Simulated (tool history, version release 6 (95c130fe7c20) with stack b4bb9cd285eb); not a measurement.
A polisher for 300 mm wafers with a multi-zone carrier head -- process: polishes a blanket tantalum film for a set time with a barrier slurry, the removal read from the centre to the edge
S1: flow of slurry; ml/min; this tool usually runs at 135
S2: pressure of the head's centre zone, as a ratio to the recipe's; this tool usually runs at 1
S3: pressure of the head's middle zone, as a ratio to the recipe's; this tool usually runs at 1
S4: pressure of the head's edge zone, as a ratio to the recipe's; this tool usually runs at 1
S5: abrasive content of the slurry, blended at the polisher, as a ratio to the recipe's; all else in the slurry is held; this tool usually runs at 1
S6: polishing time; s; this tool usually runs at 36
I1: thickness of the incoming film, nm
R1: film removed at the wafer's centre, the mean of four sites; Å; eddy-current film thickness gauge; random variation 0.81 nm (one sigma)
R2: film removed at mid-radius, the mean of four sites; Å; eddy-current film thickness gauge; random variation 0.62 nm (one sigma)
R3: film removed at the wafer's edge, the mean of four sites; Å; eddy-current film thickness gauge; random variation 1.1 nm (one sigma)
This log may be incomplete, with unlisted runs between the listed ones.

run   hour   S1    S2    S3    S4    S5  S6     I1    R1    R2    R3
  1      0  160     1     1     1     1  36  189.7   694   726   723
      11.8  -- worn pad replaced by a new one
  2   32.5  160     1     1     1     1  36  191.5   671   728   729
  3   46.7  135     1     1     1     1  36  189.2   645   689   707
  4   61.4  135     1     1     1     1  36  186.8   639   690   701
  5   80.2  135     1     1     1     1  36  188.3   634   693   707
  6  100.2  115     1     1     1     1  36  189.7   593   661   684
  7  126.7  165     1     1  0.89  1.25  31  189.7   608   665   627
  8  156.9  135     1     1   1.1     1  36  189.5   601   668   727
     172.8  -- worn pad replaced by a new one
     191.4  -- edge zone pressure recalibrated
  9  191.9  135     1     1     1     1  31  190.7   516   569   593
 10  205.4  110     1     1  0.96     1  36    190   537   617   649
     213.7  -- slurry nozzle cleaned
 11  218.8  135     1  0.89     1   0.7  25  193.3   426   419   469
     241.2  -- carrier head's membrane replaced by a new one
 12  248.3  135     1     1     1  0.75  36    190   621   688   685
 13  261.1  135     1     1     1     1  36  187.1   675   758   756
     270.5  -- centre zone pressure recalibrated
 14  278.6  135     1     1  1.06     1  49  189.5  1029  1030  1027
 15  297.5  135     1     1     1     1  36  193.7   751   751   746
     324.2  -- worn pad replaced by a new one
 16  345.4  135     1     1     1     1  36  189.1   748   754   727
 17  375.1  135     1     1     1     1  36  189.5   748   748   738
 18  395.8  135     1     1     1     1  36  189.4   732   754   759
 19  408.4  155  0.92     1  0.88     1  44  192.9   895   929   867
 20  440.4  135     1  0.96     1   1.1  29  191.9   609   589   598
 21  471.1  135   1.1  0.94     1   1.3  36  191.4   820   752   797
     481.2  -- worn pad replaced by a new one
 22  495.4  165  0.97     1     1   1.1  46  190.3   990  1002   999

Run-by-run hidden state of the tool:
removal rate lost through wear of the pad, %: 0 across all the runs
deviation of the edge zone's pressure from its setpoint, %: 0 across all the runs
H1: slurry flow missing at the pad, %
H2: deviation of the centre zone's pressure from its setpoint, %
run    H1     H2
  1  33.3  -9.78
  2  35.7  -10.4
  3  36.8  -10.7
  4  37.9    -11
  5  39.3  -11.3
  6  40.8  -11.7
  7  42.8  -12.3
  8  45.1  -12.9
  9  47.7  -13.7
 10  48.8    -14
 11   2.2  -14.3
 12  4.43  -14.9
 13  5.39  -15.2
 14  6.71   2.14
 15  8.14   2.13
 16  11.7   2.08
 17    14   2.03
 18  15.5   1.99
 19  16.5   1.95
 20  18.9   1.86
 21  21.2   1.75
 22  23.1   1.65

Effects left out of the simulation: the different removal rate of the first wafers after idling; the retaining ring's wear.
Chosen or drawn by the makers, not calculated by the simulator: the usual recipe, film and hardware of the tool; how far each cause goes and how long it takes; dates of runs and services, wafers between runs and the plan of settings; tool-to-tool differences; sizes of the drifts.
